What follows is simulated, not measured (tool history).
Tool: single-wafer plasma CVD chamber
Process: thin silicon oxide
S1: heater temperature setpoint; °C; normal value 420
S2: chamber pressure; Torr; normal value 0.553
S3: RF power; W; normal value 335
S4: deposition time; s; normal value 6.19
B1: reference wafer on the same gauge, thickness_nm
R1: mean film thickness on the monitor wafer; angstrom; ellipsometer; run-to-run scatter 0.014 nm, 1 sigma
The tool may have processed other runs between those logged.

Run 1, hour 0: usual settings; B1 9.523. Result: R1 76.8 angstrom.
Run 2, hour 16.9: usual settings; B1 9.533. Result: R1 76.92 angstrom.
Run 3, hour 33.9: usual settings; B1 9.53. Result: R1 76.88 angstrom.
Run 4, hour 51.6: usual settings but S2 0.519 Torr; B1 9.532. Result: R1 72.06 angstrom.
Run 5, hour 71.8: usual settings but S4 5.44 s; B1 9.534. Result: R1 67.53 angstrom.
Run 6, hour 72.6: usual settings but S4 5.44 s; B1 9.522. Result: R1 67.78 angstrom.
Run 7, hour 126: usual settings; B1 9.532. Result: R1 76.8 angstrom.
Run 8, hour 136: usual settings; B1 9.532. Result: R1 78.73 angstrom.
Run 9, hour 148.5: usual settings but S1 431 °C, S2 0.42 Torr; B1 9.523. Result: R1 58.92 angstrom.
Run 10, hour 159.9: usual settings but S1 416 °C, S2 0.661 Torr; B1 9.523. Result: R1 94.03 angstrom.
Run 11, hour 171.5: usual settings but S2 0.432 Torr, S4 7.37 s; B1 9.528. Result: R1 72.61 angstrom.
Run 12, hour 184.2: usual settings but S3 395 W, S4 5.46 s; B1 9.535. Result: R1 72.83 angstrom.
Run 13, hour 192.5: usual settings but S1 427 °C, S2 0.605 Torr, S3 315 W; B1 9.529. Result: R1 83.72 angstrom.
Run 14, hour 210.3: usual settings; B1 9.53. Result: R1 82.71 angstrom.
Run 15, hour 211.5: usual settings but S1 433 °C, S3 320 W, S4 6.56 s; B1 9.521. Result: R1 85.57 angstrom.
Run 16, hour 229.7: usual settings but S4 6.68 s; B1 9.533. Result: R1 89.09 angstrom.
Run 17, hour 234: usual settings but S1 434 °C, S2 0.496 Torr, S3 375 W, S4 6.58 s; B1 9.532. Result: R1 80.67 angstrom.
Run 18, hour 247.2: usual settings but S1 413 °C, S2 0.598 Torr, S3 300 W; B1 9.532. Result: R1 86.29 angstrom.
Run 19, hour 255.7: usual settings; B1 9.529. Result: R1 82.41 angstrom.
Run 20, hour 267.3: usual settings but S2 0.664 Torr, S3 310 W, S4 7.02 s; B1 9.536. Result: R1 109.12 angstrom.
Run 21, hour 276.8: usual settings; B1 9.527. Result: R1 82.36 angstrom.
Run 22, hour 288.5: usual settings but S1 408 °C, S2 0.667 Torr, S3 315 W, S4 5.26 s; B1 9.523. Result: R1 83.11 angstrom.
Run 23, hour 299: usual settings but S1 433 °C, S2 0.656 Torr; B1 9.529. Result: R1 96.18 angstrom.
Run 24, hour 316.9: usual settings but S4 6.9 s; B1 9.526. Result: R1 91.44 angstrom.
Run 25, hour 330.7: usual settings but S1 414 °C, S2 0.517 Torr, S3 295 W, S4 5.81 s; B1 9.528. Result: R1 69.71 angstrom.
Run 26, hour 348.1: usual settings; B1 9.533. Result: R1 82.13 angstrom.
Run 27, hour 355.6: usual settings but S1 435 °C; B1 9.535. Result: R1 80.96 angstrom.
Run 28, hour 372.6: usual settings but S2 0.666 Torr, S3 305 W; B1 9.524. Result: R1 95.55 angstrom.

Removed from this log: 5 entries logged between the listed runs. Between which two listed runs does each belong, and how does the tool's hidden state at the listed run before it compare with that at the listed run after it?
Logged between run 4 and run 5: thermocouple changed; heater temperature recalibrated (hour 71.3)
  delivered RF power above the setpoint (%): -9.08 -> -9.1; true pressure above the setpoint (%): -5.23 -> -5.29
  the result without the hidden state subtracted from the measured one, R1: -6.26 -> -5.92 angstrom
Logged between run 6 and run 7: gauge calibrated (hour 97.1)
  delivered RF power above the setpoint (%): -9.1 -> -9.16; true pressure above the setpoint (%): -5.29 -> -5.45
  the result without the hidden state subtracted from the measured one, R1: -5.94 -> -6.88 angstrom
Logged between run 7 and run 8: RF generator calibrated (hour 135.5)
  delivered RF power above the setpoint (%): -9.16 -> -0.675; true pressure above the setpoint (%): -5.45 -> -5.48
  the result without the hidden state subtracted from the measured one, R1: -6.88 -> -4.73 angstrom
Logged between run 13 and run 14: capacitance manometer re-zeroed and calibrated (hour 209.8)
  delivered RF power above the setpoint (%): -1.58 -> -1.84; true pressure above the setpoint (%): -5.65 -> -0.373
  the result without the hidden state subtracted from the measured one, R1: -5.31 -> -0.8 angstrom
Logged between run 15 and run 16: showerhead replaced (hour 229.2)
  delivered RF power above the setpoint (%): -1.86 -> -2.12; true pressure above the setpoint (%): -0.377 -> -0.43
  the result without the hidden state subtracted from the measured one, R1: -0.83 -> -0.99 angstrom

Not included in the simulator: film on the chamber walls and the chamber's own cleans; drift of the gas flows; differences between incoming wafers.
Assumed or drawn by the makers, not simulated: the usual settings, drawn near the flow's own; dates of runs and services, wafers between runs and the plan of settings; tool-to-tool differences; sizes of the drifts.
